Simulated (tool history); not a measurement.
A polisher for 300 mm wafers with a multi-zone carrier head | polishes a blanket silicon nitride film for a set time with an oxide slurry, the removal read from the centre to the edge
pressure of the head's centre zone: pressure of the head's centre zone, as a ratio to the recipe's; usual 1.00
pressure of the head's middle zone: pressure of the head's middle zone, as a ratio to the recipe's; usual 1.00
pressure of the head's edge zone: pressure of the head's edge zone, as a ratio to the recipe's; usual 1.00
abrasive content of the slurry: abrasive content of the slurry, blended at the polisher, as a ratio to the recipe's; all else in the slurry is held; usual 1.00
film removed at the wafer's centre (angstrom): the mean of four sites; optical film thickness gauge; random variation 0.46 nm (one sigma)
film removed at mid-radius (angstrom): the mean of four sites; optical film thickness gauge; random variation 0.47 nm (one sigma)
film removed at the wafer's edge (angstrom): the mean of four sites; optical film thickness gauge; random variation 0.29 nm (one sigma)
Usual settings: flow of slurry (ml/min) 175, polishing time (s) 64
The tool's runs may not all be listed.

run,hour,flow of slurry (ml/min),pressure of the head's centre zone,pressure of the head's middle zone,pressure of the head's edge zone,abrasive content of the slurry,polishing time (s),wafers since the last listed run,wafers polished on this pad,hours since the slurry nozzle was cleaned,hours since the centre zone pressure was calibrated,hours since the edge zone pressure was calibrated,hours since the carrier head's membrane was replaced,"incoming thickness of the incoming film, nm",film removed at the wafer's centre (angstrom),film removed at mid-radius (angstrom),film removed at the wafer's edge (angstrom)
1,0.0,175,1.00,1.00,1.00,0.85,64,0,390,133.2,71.6,1008.1,618.3,561.6,318,317,307
2,12.5,175,1.00,1.00,1.00,0.85,64,140,531,145.7,84.1,1020.6,630.8,571.5,320,328,306
3,35.0,175,1.00,1.00,1.00,0.85,64,253,784,168.2,106.6,1043.1,653.3,561.9,317,318,305
4,48.3,175,1.00,1.03,1.00,1.00,64,149,934,181.5,119.9,1056.4,666.6,567.9,351,358,334
# hour 66.2: worn pad replaced by a new one
5,80.5,175,1.00,1.03,1.00,1.00,64,317,160,213.7,152.1,1088.6,698.8,561.2,345,352,330
6,97.6,175,1.00,1.03,1.00,1.00,64,192,353,230.8,169.2,1105.7,715.9,548.4,344,358,330
7,132.3,140,1.00,1.00,1.00,1.00,64,390,743,265.5,203.9,1140.4,750.6,567.0,332,337,326
8,165.0,175,1.00,1.00,1.00,1.00,64,368,1111,298.2,236.6,1173.1,783.3,569.6,347,346,331
# hour 173.6: worn pad replaced by a new one
9,189.2,175,1.00,1.00,1.04,1.00,64,227,175,322.4,260.8,1197.3,807.5,559.5,348,354,340
10,218.8,175,1.00,1.00,1.07,1.00,64,333,508,352.0,290.4,1226.9,837.1,568.7,345,338,339
# hour 228.9: edge zone pressure recalibrated
# hour 229.1: slurry nozzle cleaned
# hour 240.6: centre zone pressure recalibrated
# hour 276.6: worn pad replaced by a new one
11,281.8,175,1.00,1.00,0.93,1.00,64,616,59,52.7,41.2,52.9,900.1,560.6,354,348,318
# hour 286.9: carrier head's membrane replaced by a new one
12,309.0,175,0.94,1.00,1.00,1.00,54,249,308,79.9,68.4,80.1,22.1,559.9,275,298,282
13,340.1,175,1.00,1.00,1.00,1.00,64,350,658,111.0,99.5,111.2,53.2,560.2,340,341,331
14,367.5,175,1.00,1.00,1.00,1.00,64,308,967,138.4,126.9,138.6,80.6,560.0,353,350,331
# hour 389.2: worn pad replaced by a new one
15,400.3,175,0.96,1.12,1.00,1.00,64,324,125,171.2,159.7,171.4,113.4,564.1,331,396,335

How the hidden state differs across the entries between the runs, from the last listed run before each to the first after it:
Between runs 4 and 5: worn pad replaced by a new one (hour 66.2)
  no hidden state differs between the two runs
Between runs 8 and 9: worn pad replaced by a new one (hour 173.6)
  no hidden state differs between the two runs
Between runs 10 and 11: edge zone pressure recalibrated (hour 228.9); slurry nozzle cleaned (hour 229.1); centre zone pressure recalibrated (hour 240.6); worn pad replaced by a new one (hour 276.6)
  no hidden state differs between the two runs
Between runs 11 and 12: carrier head's membrane replaced by a new one (hour 286.9)
  no hidden state differs between the two runs
Between runs 14 and 15: worn pad replaced by a new one (hour 389.2)
  no hidden state differs between the two runs

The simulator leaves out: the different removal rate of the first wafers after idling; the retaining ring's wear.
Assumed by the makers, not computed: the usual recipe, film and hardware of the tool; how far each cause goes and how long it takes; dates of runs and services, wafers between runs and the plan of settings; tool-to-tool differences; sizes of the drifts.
